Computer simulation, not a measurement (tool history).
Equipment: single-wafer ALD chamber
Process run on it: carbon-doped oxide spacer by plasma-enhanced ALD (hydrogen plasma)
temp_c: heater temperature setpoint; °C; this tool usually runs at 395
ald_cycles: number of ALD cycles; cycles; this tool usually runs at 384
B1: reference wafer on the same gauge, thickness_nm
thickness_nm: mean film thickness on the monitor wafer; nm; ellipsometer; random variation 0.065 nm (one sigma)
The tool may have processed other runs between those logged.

run 1 day=0.000 | temp_c=395 ald_cycles=384 | B1=18.553 | thickness_nm=18.854
run 2 day=3.858 | temp_c=395 ald_cycles=384 | B1=18.633 | thickness_nm=18.759
run 3 day=7.204 | temp_c=395 ald_cycles=384 | B1=18.675 | thickness_nm=18.832
run 4 day=11.596 | temp_c=395 ald_cycles=384 | B1=18.752 | thickness_nm=19.064
run 5 day=13.617 | temp_c=395 ald_cycles=384 | B1=18.795 | thickness_nm=19.056
run 6 day=15.967 | temp_c=400 ald_cycles=384 | B1=18.811 | thickness_nm=18.905
-- day=16.162 gauge calibrated
run 7 day=20.267 | temp_c=400 ald_cycles=384 | B1=18.279 | thickness_nm=18.409
run 8 day=22.867 | temp_c=395 ald_cycles=384 | B1=18.310 | thickness_nm=18.570
run 9 day=25.058 | temp_c=407 ald_cycles=427 | B1=18.376 | thickness_nm=20.170
-- day=25.471 thermocouple changed; heater temperature recalibrated
run 10 day=27.571 | temp_c=409 ald_cycles=308 | B1=18.408 | thickness_nm=14.479
run 11 day=31.962 | temp_c=405 ald_cycles=329 | B1=18.493 | thickness_nm=15.732
run 12 day=36.412 | temp_c=395 ald_cycles=384 | B1=18.567 | thickness_nm=18.787
run 13 day=38.946 | temp_c=384 ald_cycles=384 | B1=18.598 | thickness_nm=18.754
run 14 day=43.242 | temp_c=387 ald_cycles=324 | B1=18.680 | thickness_nm=15.892
run 15 day=46.300 | temp_c=410 ald_cycles=451 | B1=18.717 | thickness_nm=21.388

How would selected steps in thickness_nm from run to run divide? Give the signed amount a tool lacking its hidden state would still show from settings, what came in and random variation, and the signed amount left for the hidden state, including any gauge scatter that is not in both of the compared results.
The hidden state here: wafer temperature above the value expected at the setpoint (K); gauge reads high (%).
Run 6 -> 7: gauge calibrated. thickness_nm -0.496 nm: hidden state -0.540, all else +0.044.
Run 9 -> 10: temp_c 407 -> 409, ald_cycles 427 -> 308, thermocouple changed; heater temperature recalibrated. thickness_nm -5.691 nm: hidden state +0.012, all else -5.703.

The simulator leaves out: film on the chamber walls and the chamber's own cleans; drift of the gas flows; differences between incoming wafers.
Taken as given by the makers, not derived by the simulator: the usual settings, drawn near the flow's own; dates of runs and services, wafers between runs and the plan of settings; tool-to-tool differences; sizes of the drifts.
